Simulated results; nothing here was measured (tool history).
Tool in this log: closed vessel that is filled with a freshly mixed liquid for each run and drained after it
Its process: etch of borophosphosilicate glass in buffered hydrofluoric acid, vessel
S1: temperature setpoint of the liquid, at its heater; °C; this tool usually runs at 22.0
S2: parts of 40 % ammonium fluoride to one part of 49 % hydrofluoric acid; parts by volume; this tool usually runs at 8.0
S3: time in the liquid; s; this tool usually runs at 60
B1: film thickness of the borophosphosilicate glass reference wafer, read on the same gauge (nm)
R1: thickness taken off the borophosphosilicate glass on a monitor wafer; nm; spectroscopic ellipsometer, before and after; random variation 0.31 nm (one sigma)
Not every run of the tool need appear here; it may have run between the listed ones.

run    hour    S1    S2  S3      B1      R1
  1     0.0  22.0   8.0  85  106.54  112.62
  2    97.1  22.0   8.0  85  106.39  112.55
  3   138.2  22.0   9.0  60  106.34   69.92
  4   193.6  22.0   9.0  60  106.28   69.78
  5   288.1  22.0   9.0  60  106.16   69.75
  6   328.1  22.0   8.0  35  106.09   46.54
  7   381.2  22.0   8.0  35  106.11   46.20
  8   429.5  22.0   8.0  75  106.01   98.96
  9   651.9  22.0   8.0  75  105.91   99.13
      656.7  -- thermometer replaced
 10   705.4  22.0   8.0  75  105.86   99.08
 11   813.3  22.0   8.0  80  105.80  106.21
      870.6  -- gauge calibrated
 12   920.9  22.0   8.0  80  109.65  108.88
 13   959.2  22.0  10.5  60  109.35   64.36
 14  1013.5  22.0   8.0  60  109.04   81.21
 15  1056.9  23.5   9.5  40  108.85   49.97
 16  1149.0  22.0   8.0  60  108.37   80.77
 17  1212.1  20.0  10.5  70  108.07   66.29
 18  1274.1  24.5   8.0  60  107.91   92.62

Run 19 has not been measured yet. What should we expect?
 19  1329.0  22.0  6.5  90   ?   ?

B1: 107.70
R1: 149.30 nm
Had the tool carried no hidden state, the very same run would have given R1 152.53 nm.
